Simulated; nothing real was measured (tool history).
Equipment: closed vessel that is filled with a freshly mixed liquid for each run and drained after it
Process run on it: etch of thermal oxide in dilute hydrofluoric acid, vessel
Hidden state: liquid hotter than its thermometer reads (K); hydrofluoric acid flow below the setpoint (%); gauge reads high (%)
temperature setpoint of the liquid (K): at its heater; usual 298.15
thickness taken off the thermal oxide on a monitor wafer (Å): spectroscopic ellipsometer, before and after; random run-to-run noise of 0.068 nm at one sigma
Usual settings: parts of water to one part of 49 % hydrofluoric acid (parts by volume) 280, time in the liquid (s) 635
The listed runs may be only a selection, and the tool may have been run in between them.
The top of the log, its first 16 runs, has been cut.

| run | hour | temperature setpoint of the liquid (K) | parts of water to one part of 49 % hydrofluoric acid (parts by volume) | time in the liquid (s) | wafers since the last listed run | hours since the thermometer was replaced | hours since the hydrofluoric acid flow meter was replaced | hours since the gauge calibration | read-back film thickness of the thermal oxide reference wafer, read on the same gauge (nm) | thickness taken off the thermal oxide on a monitor wafer (Å) |
|---|---|---|---|---|---|---|---|---|---|---|
| 17 | 450.1 | 298.15 | 280 | 635 | 1122 | 45.6 | 2088.7 | 396.0 | 109.98 | 83.8 |
| 18 | 467.7 | 298.15 | 280 | 635 | 1091 | 63.2 | 2106.3 | 413.6 | 110.01 | 82.9 |
| 19 | 487.9 | 298.15 | 280 | 635 | 1253 | 83.4 | 2126.5 | 433.8 | 109.99 | 82.7 |
| 20 | 522.3 | 302.65 | 230 | 335 | 2134 | 117.8 | 2160.9 | 468.2 | 110.00 | 66.3 |
|  | 533.9 | hydrofluoric acid flow meter replaced |
| 21 | 546.0 | 296.15 | 245 | 345 | 1408 | 141.5 | 12.1 | 491.9 | 109.96 | 57.5 |
| 22 | 567.3 | 298.15 | 155 | 350 | 1321 | 162.8 | 33.4 | 513.2 | 110.00 | 107.8 |
| 23 | 598.4 | 300.65 | 280 | 635 | 1929 | 193.9 | 64.5 | 544.3 | 110.02 | 104.4 |
| 24 | 612.2 | 295.65 | 320 | 635 | 856 | 207.7 | 78.3 | 558.1 | 109.97 | 73.9 |
| 25 | 640.5 | 298.15 | 170 | 390 | 1755 | 236.0 | 106.6 | 586.4 | 109.99 | 108.5 |
| 26 | 662.9 | 294.65 | 355 | 515 | 1389 | 258.4 | 129.0 | 608.8 | 109.96 | 50.5 |
| 27 | 676.9 | 299.65 | 325 | 635 | 868 | 272.4 | 143.0 | 622.8 | 110.01 | 82.7 |
| 28 | 747.4 | 298.15 | 280 | 635 | 4373 | 342.9 | 213.5 | 693.3 | 110.00 | 96.1 |
|  | 802.8 | gauge calibrated |
| 29 | 840.7 | 300.65 | 280 | 840 | 5787 | 436.2 | 306.8 | 37.9 | 109.98 | 139.5 |
| 30 | 897.9 | 298.15 | 280 | 635 | 3548 | 493.4 | 364.0 | 95.1 | 110.00 | 95.7 |
| 31 | 927.2 | 298.15 | 155 | 635 | 1817 | 522.7 | 393.3 | 124.4 | 110.02 | 197.3 |
| 32 | 949.5 | 294.65 | 335 | 380 | 1383 | 545.0 | 415.6 | 146.7 | 110.02 | 41.1 |
| 33 | 984.0 | 298.15 | 280 | 635 | 2140 | 579.5 | 450.1 | 181.2 | 110.00 | 96.8 |
| 34 | 1000.6 | 300.15 | 380 | 280 | 1029 | 596.1 | 466.7 | 197.8 | 110.01 | 30.1 |
| 35 | 1051.3 | 303.15 | 280 | 365 | 3145 | 646.8 | 517.4 | 248.5 | 109.99 | 65.4 |

Branching from run 35: 3 alternative next runs. What would each branch give?
| A | 1052.1 | 298.15 | 280 | 635 | 49 | 647.6 | 518.2 | 249.3 | ? | ? |
| B | 1052.1 | 298.15 | 330 | 635 | 49 | 647.6 | 518.2 | 249.3 | ? | ? |
| C | 1052.1 | 298.15 | 365 | 635 | 49 | 647.6 | 518.2 | 249.3 | ? | ? |

| run | read-back film thickness of the thermal oxide reference wafer, read on the same gauge (nm) | thickness taken off the thermal oxide on a monitor wafer (Å) |
|---|---|---|
| A | 109.99 | 96.3 |
| B | 109.99 | 77.5 |
| C | 109.99 | 67.6 |
Stripped of hidden state, with their random variation kept, the same runs would have yielded:
| run | thickness taken off the thermal oxide on a monitor wafer (Å) |
|---|---|
| A | 94.3 |
| B | 76.1 |
| C | 66.6 |
